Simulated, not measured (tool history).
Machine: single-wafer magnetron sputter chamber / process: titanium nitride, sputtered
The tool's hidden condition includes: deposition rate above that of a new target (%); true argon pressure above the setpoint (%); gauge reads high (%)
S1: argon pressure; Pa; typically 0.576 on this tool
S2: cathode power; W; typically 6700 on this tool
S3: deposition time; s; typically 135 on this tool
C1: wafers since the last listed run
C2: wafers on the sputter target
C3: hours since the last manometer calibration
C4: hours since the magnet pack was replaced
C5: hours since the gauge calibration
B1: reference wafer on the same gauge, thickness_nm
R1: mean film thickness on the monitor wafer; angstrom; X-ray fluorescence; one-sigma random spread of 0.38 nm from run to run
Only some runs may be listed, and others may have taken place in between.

run   hour     S1    S2   S3    C1    C2      C3      C4     C5       B1       R1
  1      0  0.576  6700  124     0  4390   367.1  4082.2  656.7   131.02  1365.24
  2   53.2  0.576  6700  124   569  4959   420.3  4135.4  709.9  130.995   1365.6
     125.8  -- gauge calibrated
     192.2  -- sputter target and shields replaced
  3  232.4  0.576  5450  135  1832   429   599.5  4314.6  106.6  130.995  1255.47
  4  266.8  0.576  5450  135   368   797   633.9    4349    141  130.941  1254.22
  5  296.7  0.576  5450  135   320  1117   663.8  4378.9  170.9  131.019  1251.78
  6  332.7  0.576  6700  118   385  1503   699.8  4414.9  206.9  130.917  1306.45
  7  367.5  0.576  6700  118   372  1875   734.6  4449.7  241.7  130.952  1302.66
  8  431.3  0.576  6700  118   682  2558   798.4  4513.5  305.5  131.026   1304.1
  9  481.9  0.576  5700  135   541  3100     849  4564.1  356.1  131.032  1297.49
 10  530.8  0.576  5700  135   523  3623   897.9    4613    405  131.051  1295.13
 11  578.5  0.576  5700  135   510  4134   945.6  4660.7  452.7   130.93  1296.29
 12  607.8  0.699  7750  135   313  4447   974.9    4690    482  130.957   1609.2
 13  652.7  0.576  6700  135   480  4928  1019.8  4734.9  526.9  130.963  1483.73
 14    718  0.647  6700  117   698  5627  1085.1  4800.2  592.2  130.965  1244.66
 15  756.1  0.647  6700  117   407  6035  1123.2  4838.3  630.3  131.006     1251
     799.4  -- magnet pack replaced, of another model than before
 16  799.9  0.576  6050  135   383  6418    1167     0.5  674.1  130.997  1355.63
     810.8  -- sputter target and shields replaced
 17  851.4   0.51  5200  112   465   434  1218.5      52  725.6  130.932   1014.3

What does the tool deliver on the next run?
 18  880.9  0.776  7850  110  315  750  1248  81.5  755.1   ?   ?

{"run 18": {"B1": 131.016, "R1": 1345.33}}
Take away the tool's hidden state, keep the run-to-run variation as it was, and the same run would have given R1 1349.84 angstrom.

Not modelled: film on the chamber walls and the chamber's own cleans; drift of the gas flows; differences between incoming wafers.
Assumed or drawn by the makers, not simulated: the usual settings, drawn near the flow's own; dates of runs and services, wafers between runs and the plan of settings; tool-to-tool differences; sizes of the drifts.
